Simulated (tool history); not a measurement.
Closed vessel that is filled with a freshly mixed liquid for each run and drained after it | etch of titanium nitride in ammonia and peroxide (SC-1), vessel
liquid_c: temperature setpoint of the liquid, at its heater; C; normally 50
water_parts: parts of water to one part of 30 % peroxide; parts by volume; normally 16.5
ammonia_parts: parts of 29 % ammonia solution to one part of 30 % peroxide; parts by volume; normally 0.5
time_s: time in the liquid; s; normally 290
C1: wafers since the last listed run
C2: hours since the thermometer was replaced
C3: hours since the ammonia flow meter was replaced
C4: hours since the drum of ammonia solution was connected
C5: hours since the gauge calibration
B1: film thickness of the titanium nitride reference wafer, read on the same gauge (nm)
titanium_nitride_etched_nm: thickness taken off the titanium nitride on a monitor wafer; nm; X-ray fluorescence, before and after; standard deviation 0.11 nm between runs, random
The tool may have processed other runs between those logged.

{"run": 1, "day": 0.0, "liquid_c": 50, "water_parts": 16.5, "ammonia_parts": 0.5, "time_s": 175, "C1": 0, "C2": 1435.6, "C3": 146.5, "C4": 526.9, "C5": 37.5, "B1": 60, "titanium_nitride_etched_nm": 12.17}
{"run": 2, "day": 1.933, "liquid_c": 50, "water_parts": 16.5, "ammonia_parts": 0.5, "time_s": 175, "C1": 5232, "C2": 1482, "C3": 192.9, "C4": 573.3, "C5": 83.9, "B1": 60, "titanium_nitride_etched_nm": 12.29}
{"day": 2.633, "done": "new drum of ammonia solution connected"}
{"run": 3, "day": 3.362, "liquid_c": 50, "water_parts": 16.5, "ammonia_parts": 0.5, "time_s": 175, "C1": 3755, "C2": 1516.3, "C3": 227.2, "C4": 17.5, "C5": 118.2, "B1": 60.04, "titanium_nitride_etched_nm": 12.26}
{"run": 4, "day": 6.179, "liquid_c": 50, "water_parts": 11, "ammonia_parts": 0.5, "time_s": 155, "C1": 7623, "C2": 1583.9, "C3": 294.8, "C4": 85.1, "C5": 185.8, "B1": 60.04, "titanium_nitride_etched_nm": 13.45}
{"run": 5, "day": 8.079, "liquid_c": 50, "water_parts": 16.5, "ammonia_parts": 0.5, "time_s": 400, "C1": 5142, "C2": 1629.5, "C3": 340.4, "C4": 130.7, "C5": 231.4, "B1": 59.98, "titanium_nitride_etched_nm": 28.04}
{"run": 6, "day": 9.612, "liquid_c": 44.5, "water_parts": 24, "ammonia_parts": 0.5, "time_s": 445, "C1": 4150, "C2": 1666.3, "C3": 377.2, "C4": 167.5, "C5": 268.2, "B1": 60.01, "titanium_nitride_etched_nm": 17.1}
{"run": 7, "day": 11.438, "liquid_c": 50, "water_parts": 16.5, "ammonia_parts": 0.7, "time_s": 400, "C1": 4939, "C2": 1710.1, "C3": 421, "C4": 211.3, "C5": 312, "B1": 60, "titanium_nitride_etched_nm": 29.75}
{"run": 8, "day": 14.204, "liquid_c": 50, "water_parts": 12.5, "ammonia_parts": 0.65, "time_s": 225, "C1": 7488, "C2": 1776.5, "C3": 487.4, "C4": 277.7, "C5": 378.4, "B1": 60.02, "titanium_nitride_etched_nm": 19.08}
{"day": 14.788, "done": "ammonia flow meter replaced"}
{"run": 9, "day": 17.104, "liquid_c": 47, "water_parts": 16.5, "ammonia_parts": 0.4, "time_s": 290, "C1": 7736, "C2": 1846.1, "C3": 55.6, "C4": 347.3, "C5": 448, "B1": 60.01, "titanium_nitride_etched_nm": 15.77}
{"run": 10, "day": 19.458, "liquid_c": 42.5, "water_parts": 16.5, "ammonia_parts": 0.65, "time_s": 290, "C1": 6371, "C2": 1902.6, "C3": 112.1, "C4": 403.8, "C5": 504.5, "B1": 59.99, "titanium_nitride_etched_nm": 12.56}
{"run": 11, "day": 22.204, "liquid_c": 50, "water_parts": 16.5, "ammonia_parts": 0.5, "time_s": 290, "C1": 7431, "C2": 1968.5, "C3": 178, "C4": 469.7, "C5": 570.4, "B1": 60.04, "titanium_nitride_etched_nm": 20.42}
{"run": 12, "day": 23.542, "liquid_c": 50, "water_parts": 16.5, "ammonia_parts": 0.6, "time_s": 290, "C1": 3620, "C2": 2000.6, "C3": 210.1, "C4": 501.8, "C5": 602.5, "B1": 59.99, "titanium_nitride_etched_nm": 21.01}
{"run": 13, "day": 25.871, "liquid_c": 50, "water_parts": 16.5, "ammonia_parts": 0.25, "time_s": 135, "C1": 6304, "C2": 2056.5, "C3": 266, "C4": 557.7, "C5": 658.4, "B1": 60.01, "titanium_nitride_etched_nm": 8.34}
{"run": 14, "day": 27.533, "liquid_c": 46.5, "water_parts": 16.5, "ammonia_parts": 0.5, "time_s": 290, "C1": 4499, "C2": 2096.4, "C3": 305.9, "C4": 597.6, "C5": 698.3, "B1": 60.01, "titanium_nitride_etched_nm": 16.08}
{"day": 27.683, "done": "new drum of ammonia solution connected"}
{"run": 15, "day": 29.15, "liquid_c": 44, "water_parts": 14, "ammonia_parts": 0.35, "time_s": 340, "C1": 4262, "C2": 2135.2, "C3": 344.7, "C4": 35.2, "C5": 737.1, "B1": 60, "titanium_nitride_etched_nm": 16.16}
{"run": 16, "day": 31.467, "liquid_c": 50, "water_parts": 16.5, "ammonia_parts": 0.4, "time_s": 290, "C1": 6270, "C2": 2190.8, "C3": 400.3, "C4": 90.8, "C5": 792.7, "B1": 60.04, "titanium_nitride_etched_nm": 19.82}
{"day": 32.175, "done": "thermometer replaced"}
{"run": 17, "day": 34.933, "liquid_c": 58, "water_parts": 16.5, "ammonia_parts": 0.5, "time_s": 290, "C1": 9270, "C2": 66.2, "C3": 483.5, "C4": 174, "C5": 875.9, "B1": 60.01, "titanium_nitride_etched_nm": 33.76}
{"run": 18, "day": 36.283, "liquid_c": 50, "water_parts": 16.5, "ammonia_parts": 0.3, "time_s": 175, "C1": 3653, "C2": 98.6, "C3": 515.9, "C4": 206.4, "C5": 908.3, "B1": 59.98, "titanium_nitride_etched_nm": 10.66}
{"day": 37.017, "done": "ammonia flow meter replaced"}
{"run": 19, "day": 38.425, "liquid_c": 50, "water_parts": 11.5, "ammonia_parts": 0.3, "time_s": 290, "C1": 5683, "C2": 150, "C3": 33.8, "C4": 257.8, "C5": 959.7, "B1": 59.96, "titanium_nitride_etched_nm": 21.84}
{"run": 20, "day": 39.812, "liquid_c": 50, "water_parts": 16.5, "ammonia_parts": 0.5, "time_s": 290, "C1": 3755, "C2": 183.3, "C3": 67.1, "C4": 291.1, "C5": 993, "B1": 60, "titanium_nitride_etched_nm": 19.61}
{"run": 21, "day": 41.079, "liquid_c": 50, "water_parts": 16.5, "ammonia_parts": 0.5, "time_s": 290, "C1": 3428, "C2": 213.7, "C3": 97.5, "C4": 321.5, "C5": 1023.4, "B1": 60.03, "titanium_nitride_etched_nm": 19.71}
{"run": 22, "day": 43.929, "liquid_c": 50, "water_parts": 16.5, "ammonia_parts": 0.5, "time_s": 290, "C1": 7713, "C2": 282.1, "C3": 165.9, "C4": 389.9, "C5": 1091.8, "B1": 60, "titanium_nitride_etched_nm": 19.7}
{"run": 23, "day": 45.992, "liquid_c": 55.5, "water_parts": 24.5, "ammonia_parts": 0.6, "time_s": 220, "C1": 5582, "C2": 331.6, "C3": 215.4, "C4": 439.4, "C5": 1141.3, "B1": 60.01, "titanium_nitride_etched_nm": 18.14}
{"run": 24, "day": 47.196, "liquid_c": 43, "water_parts": 16.5, "ammonia_parts": 0.55, "time_s": 290, "C1": 3259, "C2": 360.5, "C3": 244.3, "C4": 468.3, "C5": 1170.2, "B1": 60, "titanium_nitride_etched_nm": 12.19}
{"run": 25, "day": 49.167, "liquid_c": 57.5, "water_parts": 16.5, "ammonia_parts": 0.6, "time_s": 225, "C1": 5334, "C2": 407.8, "C3": 291.6, "C4": 515.6, "C5": 1217.5, "B1": 60.01, "titanium_nitride_etched_nm": 26.27}
{"run": 26, "day": 50.771, "liquid_c": 50, "water_parts": 16.5, "ammonia_parts": 0.5, "time_s": 180, "C1": 4341, "C2": 446.3, "C3": 330.1, "C4": 554.1, "C5": 1256, "B1": 60, "titanium_nitride_etched_nm": 12.27}
{"run": 27, "day": 55.575, "liquid_c": 50, "water_parts": 20, "ammonia_parts": 0.75, "time_s": 290, "C1": 13003, "C2": 561.6, "C3": 445.4, "C4": 669.4, "C5": 1371.3, "B1": 60.01, "titanium_nitride_etched_nm": 19.3}

4 ways to go on from here, each from the tool as it stands after run 27. What would each give?
{"run": "A", "day": 55.604, "liquid_c": 50, "water_parts": 23, "ammonia_parts": 0.5, "time_s": 290, "C1": 78, "C2": 562.3, "C3": 446.1, "C4": 670.1, "C5": 1372, "B1": "?", "titanium_nitride_etched_nm": "?"}
{"run": "B", "day": 55.604, "liquid_c": 43, "water_parts": 13.5, "ammonia_parts": 0.3, "time_s": 115, "C1": 78, "C2": 562.3, "C3": 446.1, "C4": 670.1, "C5": 1372, "B1": "?", "titanium_nitride_etched_nm": "?"}
{"run": "C", "day": 55.604, "liquid_c": 42.5, "water_parts": 12.5, "ammonia_parts": 0.7, "time_s": 215, "C1": 78, "C2": 562.3, "C3": 446.1, "C4": 670.1, "C5": 1372, "B1": "?", "titanium_nitride_etched_nm": "?"}
{"run": "D", "day": 55.604, "liquid_c": 53, "water_parts": 22, "ammonia_parts": 0.75, "time_s": 290, "C1": 78, "C2": 562.3, "C3": 446.1, "C4": 670.1, "C5": 1372, "B1": "?", "titanium_nitride_etched_nm": "?"}

run=A B1=60.03 titanium_nitride_etched_nm=16.51
run=B B1=60.03 titanium_nitride_etched_nm=4.86
run=C B1=60.03 titanium_nitride_etched_nm=10.65
run=D B1=60.03 titanium_nitride_etched_nm=22.44
Without the tool's hidden state the same runs would have given:
run=A titanium_nitride_etched_nm=16.27
run=B titanium_nitride_etched_nm=4.79
run=C titanium_nitride_etched_nm=10.48
run=D titanium_nitride_etched_nm=22.12
